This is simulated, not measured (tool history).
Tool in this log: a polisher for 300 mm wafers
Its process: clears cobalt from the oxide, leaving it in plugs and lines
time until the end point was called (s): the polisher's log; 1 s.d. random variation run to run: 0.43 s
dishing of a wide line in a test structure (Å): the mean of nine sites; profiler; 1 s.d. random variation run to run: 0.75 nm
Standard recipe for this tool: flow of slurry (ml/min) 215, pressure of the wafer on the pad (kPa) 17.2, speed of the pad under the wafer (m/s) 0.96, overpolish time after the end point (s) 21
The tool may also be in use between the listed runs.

run,day,flow of slurry (ml/min),pressure of the wafer on the pad (kPa),speed of the pad under the wafer (m/s),overpolish time after the end point (s),"incoming thickness of the incoming film, nm",time until the end point was called (s),dishing of a wide line in a test structure (Å)
1,0,190,17.2,0.88,21,168,27.6,488
2,3.371,215,17.2,0.96,21,168.5,25.3,504
3,7.725,165,17.2,0.96,15,170.9,26.3,435
4,11.558,215,17.2,0.96,21,169.1,25.9,484
# day 14.133: head pressure recalibrated
# day 14.35: slurry nozzle cleaned
5,15.388,215,17.2,0.96,21,170.6,26.1,477
# day 17.9: worn pad replaced by a new one
6,18.196,215,20,0.72,21,168.9,29.2,473
7,21.683,215,17.2,0.96,21,169.4,25.9,490
8,26.104,215,17.2,0.96,21,172,26.7,492
9,27.738,215,17.2,0.96,21,170.5,25.2,484
10,29.921,215,17.2,0.96,21,169.9,25.6,488
11,32.179,215,15.9,0.96,17,167.8,27.2,455
12,34.433,215,17.2,0.96,21,170.5,26,499
# day 34.525: head pressure recalibrated
13,37.525,215,17.2,0.96,21,169.4,25.5,488
# day 38.204: slurry nozzle cleaned
# day 39.838: worn pad replaced by a new one
14,40.721,215,17.2,0.96,21,171.7,26.2,490
15,43.496,215,17.2,0.96,21,167.8,24.6,497
16,47.279,240,12.4,0.66,12,167.1,50.6,288
17,49.675,215,17.2,0.96,21,172.9,25.8,488
18,52.621,280,14.5,1.08,21,169.6,26.6,483
# day 56.542: head pressure recalibrated
19,56.562,215,17.2,0.96,21,171,25.7,491
# day 59.542: slurry nozzle cleaned
20,60.25,165,20,0.68,16,169.3,31.8,427
# day 63.617: worn pad replaced by a new one
21,64.238,215,17.2,0.96,21,170.3,25.6,485
22,65.825,190,13.8,1.22,15,168.1,25,431
23,68.008,190,17.2,1.1,11,168.6,22.3,418
24,69.575,215,23.4,0.96,30,169.5,19.4,514
25,71.238,215,11.7,0.96,21,170.1,36.9,443
26,74.9,215,13.1,0.96,11,169.1,33.6,345
# day 75.996: head pressure recalibrated
27,76.967,215,17.2,0.96,15,170.9,26.1,447
# day 79.429: slurry nozzle cleaned
28,81.362,165,17.2,0.96,15,169.8,25.2,448
29,84.896,260,22.1,0.96,21,168.6,19.7,507
# day 85.512: worn pad replaced by a new one
30,86.496,215,17.2,0.96,21,172.1,25.1,480
31,89.488,215,17.2,0.96,21,168,25.6,479
32,93.288,215,22.8,0.76,14,169.8,25.8,443
33,95.125,285,19.3,0.64,27,172.6,35.2,487

5 ways to go on from here, each from the tool as it stands after run 33. What would each give?
A,95.142,215,20.7,0.96,21,172.1,?,?
B,95.142,215,20.7,0.72,11,172.1,?,?
C,95.142,215,11.7,1.3,28,172.1,?,?
D,95.142,215,13.8,0.72,21,172.1,?,?
E,95.142,215,15.2,0.84,21,172.1,?,?

run,time until the end point was called (s),dishing of a wide line in a test structure (Å)
A,22.2,498
B,29.6,370
C,28.2,503
D,43.6,419
E,34.2,455
What these runs would have given with no unlogged condition in the tool:
run,time until the end point was called (s),dishing of a wide line in a test structure (Å)
A,22.2,498
B,29.6,370
C,28.2,503
D,43.6,419
E,34.2,455
